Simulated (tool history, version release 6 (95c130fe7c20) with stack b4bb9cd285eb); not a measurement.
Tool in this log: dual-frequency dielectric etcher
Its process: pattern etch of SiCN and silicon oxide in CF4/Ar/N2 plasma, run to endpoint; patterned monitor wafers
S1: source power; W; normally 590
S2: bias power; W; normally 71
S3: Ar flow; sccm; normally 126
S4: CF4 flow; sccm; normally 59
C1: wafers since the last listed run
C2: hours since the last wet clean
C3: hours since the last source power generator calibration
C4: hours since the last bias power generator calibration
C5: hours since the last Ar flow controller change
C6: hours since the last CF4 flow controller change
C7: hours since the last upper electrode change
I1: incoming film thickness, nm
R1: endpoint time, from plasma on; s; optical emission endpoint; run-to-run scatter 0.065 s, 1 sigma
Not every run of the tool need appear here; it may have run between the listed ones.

run	hour	S1	S2	S3	S4	C1	C2	C3	C4	C5	C6	C7	I1	R1
1	0.0	680	71	126	59	0	329.1	4426.6	1647.4	4206.2	3347.9	2716.1	17.38	15.2
2	26.3	680	71	126	59	478	355.4	4452.9	1673.7	4232.5	3374.2	2742.4	17.22	15.1
3	48.4	590	71	126	59	401	377.5	4475.0	1695.8	4254.6	3396.3	2764.5	17.54	17.3
4	68.3	590	71	126	59	361	397.4	4494.9	1715.7	4274.5	3416.2	2784.4	17.33	17.1
# hour 183.0: upper electrode replaced
5	183.5	590	71	126	59	1658	512.6	4610.1	1830.9	4389.7	3531.4	0.5	17.15	17.0
6	189.0	590	71	126	59	100	518.1	4615.6	1836.4	4395.2	3536.9	6.0	17.23	17.0
7	201.1	590	71	126	59	220	530.2	4627.7	1848.5	4407.3	3549.0	18.1	17.22	17.0
8	228.9	590	71	126	59	505	558.0	4655.5	1876.3	4435.1	3576.8	45.9	17.36	17.2
# hour 245.6: bias power generator calibrated
9	256.9	590	71	126	59	436	586.0	4683.5	11.3	4463.1	3604.8	73.9	17.08	16.9
# hour 277.5: CF4 flow controller replaced
# hour 281.7: wet clean of the chamber
10	300.1	480	71	105	59	599	18.4	4726.7	54.5	4506.3	22.6	117.1	17.40	19.6
11	314.5	680	71	126	59	261	32.8	4741.1	68.9	4520.7	37.0	131.5	17.22	15.1
12	342.3	590	71	126	59	505	60.6	4768.9	96.7	4548.5	64.8	159.3	17.19	17.1
13	361.0	590	71	143	59	340	79.3	4787.6	115.4	4567.2	83.5	178.0	17.25	17.7
14	382.7	710	65	126	55	394	101.0	4809.3	137.1	4588.9	105.2	199.7	17.12	15.0
15	414.0	590	71	126	59	569	132.3	4840.6	168.4	4620.2	136.5	231.0	17.11	16.9
# hour 420.1: Ar flow controller replaced
16	433.2	640	71	126	59	240	151.5	4859.8	187.6	13.1	155.7	250.2	17.36	16.0
# hour 459.0: source power generator calibrated
17	465.0	480	62	96	71	505	183.3	6.0	219.4	44.9	187.5	282.0	17.13	18.5
18	488.2	480	71	105	59	421	206.5	29.2	242.6	68.1	210.7	305.2	17.45	19.5
19	511.8	590	77	126	65	429	230.1	52.8	266.2	91.7	234.3	328.8	17.35	16.5
20	538.9	590	71	126	59	492	257.2	79.9	293.3	118.8	261.4	355.9	17.23	17.0
21	561.8	690	71	126	59	416	280.1	102.8	316.2	141.7	284.3	378.8	17.28	15.0
22	597.1	590	71	113	72	641	315.4	138.1	351.5	177.0	319.6	414.1	17.32	16.0
23	614.6	590	71	155	59	318	332.9	155.6	369.0	194.5	337.1	431.6	17.30	18.0
24	637.4	450	71	97	71	414	355.7	178.4	391.8	217.3	359.9	454.4	17.13	19.2
25	652.0	490	76	146	69	265	370.3	193.0	406.4	231.9	374.5	469.0	17.27	19.8

Consider 3 possible next runs. They are alternatives, not a sequence: every one starts from the tool as it was left by run 25. What does each give?
A	652.4	590	71	126	59	7	370.7	193.4	406.8	232.3	374.9	469.4	17.16	?
B	652.4	590	61	126	73	7	370.7	193.4	406.8	232.3	374.9	469.4	17.16	?
C	652.4	460	85	126	71	7	370.7	193.4	406.8	232.3	374.9	469.4	17.16	?

run	R1
A	16.9
B	16.7
C	19.3
Without the tool's hidden state the same runs would have given:
run	R1
A	16.9
B	16.7
C	19.3

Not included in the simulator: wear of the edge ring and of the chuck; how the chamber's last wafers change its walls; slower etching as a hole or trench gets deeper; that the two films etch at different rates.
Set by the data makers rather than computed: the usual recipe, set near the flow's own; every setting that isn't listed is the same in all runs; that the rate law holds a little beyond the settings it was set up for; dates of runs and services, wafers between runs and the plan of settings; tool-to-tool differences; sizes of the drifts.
